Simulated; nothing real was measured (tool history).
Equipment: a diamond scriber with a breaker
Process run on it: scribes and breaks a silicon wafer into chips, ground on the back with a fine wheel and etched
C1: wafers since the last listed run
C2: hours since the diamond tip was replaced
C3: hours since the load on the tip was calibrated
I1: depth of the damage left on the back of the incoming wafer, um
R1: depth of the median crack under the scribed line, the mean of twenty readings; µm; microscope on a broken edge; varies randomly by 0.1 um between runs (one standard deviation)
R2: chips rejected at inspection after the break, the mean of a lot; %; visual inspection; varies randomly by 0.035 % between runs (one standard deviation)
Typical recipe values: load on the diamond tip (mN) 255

run 1 hour=0 | load_on_the_diamond_tip_(mN)=255 | C1=0 C2=155.2 C3=447.9 | I1=0.38 | R1=10.97 R2=1.62
run 2 hour=29.3 | load_on_the_diamond_tip_(mN)=255 | C1=50 C2=184.5 C3=477.2 | I1=0.32 | R1=10.77 R2=1.75
-- hour=36 diamond tip replaced by a new one
run 3 hour=42.8 | load_on_the_diamond_tip_(mN)=255 | C1=19 C2=6.8 C3=490.7 | I1=0.59 | R1=10.7 R2=1.69
run 4 hour=63.3 | load_on_the_diamond_tip_(mN)=255 | C1=35 C2=27.3 C3=511.2 | I1=0.7 | R1=11.03 R2=1.6
run 5 hour=93.3 | load_on_the_diamond_tip_(mN)=255 | C1=51 C2=57.3 C3=541.2 | I1=0.46 | R1=10.79 R2=1.69
run 6 hour=127.1 | load_on_the_diamond_tip_(mN)=255 | C1=57 C2=91.1 C3=575 | I1=0.45 | R1=10.89 R2=1.85
run 7 hour=145.6 | load_on_the_diamond_tip_(mN)=255 | C1=31 C2=109.6 C3=593.5 | I1=0.42 | R1=11.06 R2=1.84
run 8 hour=180.5 | load_on_the_diamond_tip_(mN)=224 | C1=59 C2=144.5 C3=628.4 | I1=0.4 | R1=9.97 R2=0.68
run 9 hour=215 | load_on_the_diamond_tip_(mN)=224 | C1=58 C2=179 C3=662.9 | I1=0.55 | R1=10.01 R2=0.73
run 10 hour=235.2 | load_on_the_diamond_tip_(mN)=232 | C1=34 C2=199.2 C3=683.1 | I1=0.3 | R1=9.99 R2=0.81
-- hour=256 diamond tip replaced by a new one
run 11 hour=269.5 | load_on_the_diamond_tip_(mN)=232 | C1=55 C2=13.5 C3=717.4 | I1=0.53 | R1=10.14 R2=0.89
run 12 hour=297.9 | load_on_the_diamond_tip_(mN)=255 | C1=48 C2=41.9 C3=745.8 | I1=0.36 | R1=10.99 R2=2.13
run 13 hour=317.4 | load_on_the_diamond_tip_(mN)=216 | C1=33 C2=61.4 C3=765.3 | I1=0.36 | R1=9.67 R2=0.72
run 14 hour=335.6 | load_on_the_diamond_tip_(mN)=216 | C1=31 C2=79.6 C3=783.5 | I1=0.46 | R1=9.65 R2=0.77
-- hour=370.2 load on the tip recalibrated
run 15 hour=404.7 | load_on_the_diamond_tip_(mN)=237 | C1=114 C2=148.7 C3=34.5 | I1=0.67 | R1=9.31 R2=1.05
run 16 hour=430.4 | load_on_the_diamond_tip_(mN)=236 | C1=43 C2=174.4 C3=60.2 | I1=0.71 | R1=9.53 R2=0.94
run 17 hour=446.9 | load_on_the_diamond_tip_(mN)=236 | C1=28 C2=190.9 C3=76.7 | I1=0.48 | R1=9.58 R2=0.85
-- hour=453.3 diamond tip replaced by a new one
run 18 hour=464.1 | load_on_the_diamond_tip_(mN)=236 | C1=25 C2=10.8 C3=93.9 | I1=0.35 | R1=9.58 R2=0.86
run 19 hour=519.3 | load_on_the_diamond_tip_(mN)=307 | C1=94 C2=66 C3=149.1 | I1=0.42 | R1=11.55 R2=3.66
run 20 hour=534 | load_on_the_diamond_tip_(mN)=255 | C1=25 C2=80.7 C3=163.8 | I1=0.62 | R1=10.25 R2=0.83
run 21 hour=547.7 | load_on_the_diamond_tip_(mN)=286 | C1=23 C2=94.4 C3=177.5 | I1=0.39 | R1=11.17 R2=2.47
run 22 hour=562.5 | load_on_the_diamond_tip_(mN)=204 | C1=25 C2=109.2 C3=192.3 | I1=0.55 | R1=8.72 R2=2.43
run 23 hour=574.7 | load_on_the_diamond_tip_(mN)=325 | C1=20 C2=121.4 C3=204.5 | I1=0.78 | R1=12.15 R2=6.82
run 24 hour=593 | load_on_the_diamond_tip_(mN)=300 | C1=31 C2=139.7 C3=222.8 | I1=0.72 | R1=11.7 R2=4.05
run 25 hour=609.2 | load_on_the_diamond_tip_(mN)=304 | C1=27 C2=155.9 C3=239 | I1=0.63 | R1=11.79 R2=4.63
run 26 hour=629.1 | load_on_the_diamond_tip_(mN)=209 | C1=34 C2=175.8 C3=258.9 | I1=0.71 | R1=9.08 R2=1.6
-- hour=642.7 diamond tip replaced by a new one
run 27 hour=648.8 | load_on_the_diamond_tip_(mN)=324 | C1=30 C2=6.1 C3=278.6 | I1=0.6 | R1=12.14 R2=6.92
run 28 hour=676.7 | load_on_the_diamond_tip_(mN)=318 | C1=47 C2=34 C3=306.5 | I1=0.34 | R1=12.25 R2=6.97
run 29 hour=693.5 | load_on_the_diamond_tip_(mN)=235 | C1=28 C2=50.8 C3=323.3 | I1=0.36 | R1=9.89 R2=0.7
run 30 hour=707.8 | load_on_the_diamond_tip_(mN)=255 | C1=24 C2=65.1 C3=337.6 | I1=0.55 | R1=10.64 R2=1.12
run 31 hour=739.8 | load_on_the_diamond_tip_(mN)=255 | C1=54 C2=97.1 C3=369.6 | I1=0.78 | R1=10.78 R2=1.37
run 32 hour=755.1 | load_on_the_diamond_tip_(mN)=255 | C1=26 C2=112.4 C3=384.9 | I1=0.63 | R1=10.66 R2=1.32
run 33 hour=790.4 | load_on_the_diamond_tip_(mN)=255 | C1=60 C2=147.7 C3=420.2 | I1=0.32 | R1=10.46 R2=1.36
-- hour=825.4 diamond tip replaced by a new one
run 34 hour=844.1 | load_on_the_diamond_tip_(mN)=284 | C1=88 C2=18.7 C3=473.9 | I1=0.59 | R1=11.33 R2=3.89
run 35 hour=866.6 | load_on_the_diamond_tip_(mN)=183 | C1=38 C2=41.2 C3=496.4 | I1=0.64 | R1=8.57 R2=4.09
run 36 hour=901.8 | load_on_the_diamond_tip_(mN)=226 | C1=60 C2=76.4 C3=531.6 | I1=0.47 | R1=9.85 R2=0.73
run 37 hour=928.6 | load_on_the_diamond_tip_(mN)=229 | C1=45 C2=103.2 C3=558.4 | I1=0.35 | R1=10.06 R2=0.72

Measured minus without-hidden-state, run by run (identical run-to-run variation in each term; gauge scatter may differ):
The hidden state here: share of the diamond tip's cutting effectiveness lost through wear, %; deviation of the load on the tip from its setpoint, %.
run=1 R1=+0.87 R2=+0.96
run=2 R1=+0.88 R2=+1.05
run=3 R1=+0.88 R2=+1.02
run=4 R1=+0.92 R2=+0.97
run=5 R1=+0.92 R2=+1.05
run=6 R1=+0.94 R2=+1.17
run=7 R1=+0.96 R2=+1.17
run=8 R1=+0.88 R2=-1.11
run=9 R1=+0.9 R2=-1.2
run=10 R1=+0.9 R2=-0.49
run=11 R1=+0.92 R2=-0.51
run=12 R1=+1.01 R2=+1.4
run=13 R1=+0.88 R2=-1.77
run=14 R1=+0.89 R2=-1.9
run=15 R1=+0 R2=+0
run=16 R1=+0.08 R2=-0.11
run=17 R1=+0.13 R2=-0.16
run=18 R1=+0.17 R2=-0.23
run=19 R1=+0.36 R2=+1.08
run=20 R1=+0.34 R2=+0.16
run=21 R1=+0.4 R2=+0.97
run=22 R1=+0.34 R2=-1.42
run=23 R1=+0.5 R2=+2.17
run=24 R1=+0.52 R2=+1.65
run=25 R1=+0.55 R2=+1.9
run=26 R1=+0.44 R2=-1.43
run=27 R1=+0.63 R2=+2.64
run=28 R1=+0.67 R2=+2.9
run=29 R1=+0.56 R2=-0.46
run=30 R1=+0.62 R2=+0.48
run=31 R1=+0.66 R2=+0.61
run=32 R1=+0.66 R2=+0.61
run=33 R1=+0.68 R2=+0.67
run=34 R1=+0.78 R2=+2.34
run=35 R1=+0.6 R2=-3.78
run=36 R1=+0.71 R2=-1.03
run=37 R1=+0.74 R2=-0.82

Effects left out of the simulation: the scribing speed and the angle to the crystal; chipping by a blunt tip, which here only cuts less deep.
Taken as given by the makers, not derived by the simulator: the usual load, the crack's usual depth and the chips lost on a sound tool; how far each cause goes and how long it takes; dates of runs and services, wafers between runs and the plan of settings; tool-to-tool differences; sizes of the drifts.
